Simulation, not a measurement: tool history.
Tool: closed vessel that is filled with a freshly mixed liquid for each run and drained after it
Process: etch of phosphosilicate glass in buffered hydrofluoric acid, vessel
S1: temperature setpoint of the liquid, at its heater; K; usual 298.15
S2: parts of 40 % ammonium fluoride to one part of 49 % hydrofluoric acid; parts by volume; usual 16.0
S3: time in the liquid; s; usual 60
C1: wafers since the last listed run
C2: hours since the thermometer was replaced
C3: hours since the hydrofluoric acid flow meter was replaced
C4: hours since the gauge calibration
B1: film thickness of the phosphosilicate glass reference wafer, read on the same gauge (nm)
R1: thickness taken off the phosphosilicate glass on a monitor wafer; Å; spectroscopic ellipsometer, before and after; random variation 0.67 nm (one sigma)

run,hour,S1,S2,S3,C1,C2,C3,C4,B1,R1
1,0.0,298.15,16.0,60,0,640.8,731.2,273.8,109.96,1048.1
2,10.9,298.15,16.0,60,966,651.7,742.1,284.7,109.99,1040.6
3,22.6,298.15,16.0,60,1036,663.4,753.8,296.4,109.99,1033.5
4,36.8,298.15,16.0,70,1258,677.6,768.0,310.6,110.00,1204.7
5,51.6,298.15,16.0,70,1311,692.4,782.8,325.4,110.03,1187.4
6,62.2,298.15,16.0,60,939,703.0,793.4,336.0,109.98,1026.4
7,71.1,298.15,16.0,60,788,711.9,802.3,344.9,110.00,1028.0
8,79.7,298.15,16.0,60,762,720.5,810.9,353.5,109.99,1010.5
9,87.1,299.65,16.0,60,655,727.9,818.3,360.9,109.97,1115.7
10,106.9,299.65,16.0,60,1754,747.7,838.1,380.7,110.05,1103.1
11,123.6,301.15,16.0,60,1480,764.4,854.8,397.4,110.03,1197.7
# hour 125.0: thermometer replaced
12,136.3,301.15,16.0,60,1036,11.3,867.5,410.1,110.00,1196.2
13,157.5,301.15,16.0,60,1878,32.5,888.7,431.3,110.00,1196.1
14,174.2,300.65,16.0,70,1480,49.2,905.4,448.0,110.00,1350.1
15,184.5,300.65,16.0,70,912,59.5,915.7,458.3,109.98,1341.5
16,193.8,298.15,16.0,60,824,68.8,925.0,467.6,110.00,1001.3
17,199.8,294.65,21.0,45,531,74.8,931.0,473.6,110.01,503.4
18,213.3,298.15,16.0,60,1196,88.3,944.5,487.1,109.94,1013.7
19,231.1,295.15,10.5,70,1577,106.1,962.3,504.9,110.03,1502.1
20,247.0,295.15,16.0,60,1409,122.0,978.2,520.8,109.98,850.2
# hour 251.1: gauge calibrated
21,262.6,296.15,13.0,60,1382,137.6,993.8,11.5,110.03,1084.6
22,271.1,298.15,16.0,60,753,146.1,1002.3,20.0,109.99,1001.2
23,278.7,298.15,16.0,60,673,153.7,1009.9,27.6,110.03,1000.2
24,292.6,302.15,16.0,60,1231,167.6,1023.8,41.5,110.01,1220.3
# hour 328.9: hydrofluoric acid flow meter replaced
25,344.9,298.15,16.0,85,4546,219.9,16.0,93.8,109.98,1620.5
26,353.2,293.15,19.5,75,735,228.2,24.3,102.1,109.99,894.6
27,370.2,298.15,16.0,80,1506,245.2,41.3,119.1,109.98,1519.0
28,377.5,295.65,13.0,75,646,252.5,48.6,126.4,110.02,1525.6
29,392.0,298.15,16.0,60,1285,267.0,63.1,140.9,109.99,1123.3
30,402.5,298.15,16.0,60,930,277.5,73.6,151.4,110.03,1131.9
31,416.7,298.15,21.5,40,1258,291.7,87.8,165.6,110.02,584.3
32,430.2,298.15,16.0,60,1196,305.2,101.3,179.1,109.98,1126.6
33,467.6,299.65,21.5,30,3314,342.6,138.7,216.5,109.99,470.0

The same runs without the tool's hidden state, with the same run-to-run variation:
The hidden state here: liquid colder than its thermometer reads (K); hydrofluoric acid flow below the setpoint (%); gauge reads high (%).
run,R1
1,1162.4
2,1155.8
3,1149.8
4,1342.9
5,1326.3
6,1148.2
7,1151.4
8,1133.2
9,1252.4
10,1241.8
11,1351.3
12,1351.9
13,1355.9
14,1534.2
15,1526.7
16,1141.1
17,552.0
18,1158.5
19,1719.1
20,976.6
21,1247.9
22,1153.8
23,1154.0
24,1410.3
25,1628.6
26,900.0
27,1531.5
28,1539.5
29,1135.7
30,1145.8
31,590.1
32,1144.4
33,476.8

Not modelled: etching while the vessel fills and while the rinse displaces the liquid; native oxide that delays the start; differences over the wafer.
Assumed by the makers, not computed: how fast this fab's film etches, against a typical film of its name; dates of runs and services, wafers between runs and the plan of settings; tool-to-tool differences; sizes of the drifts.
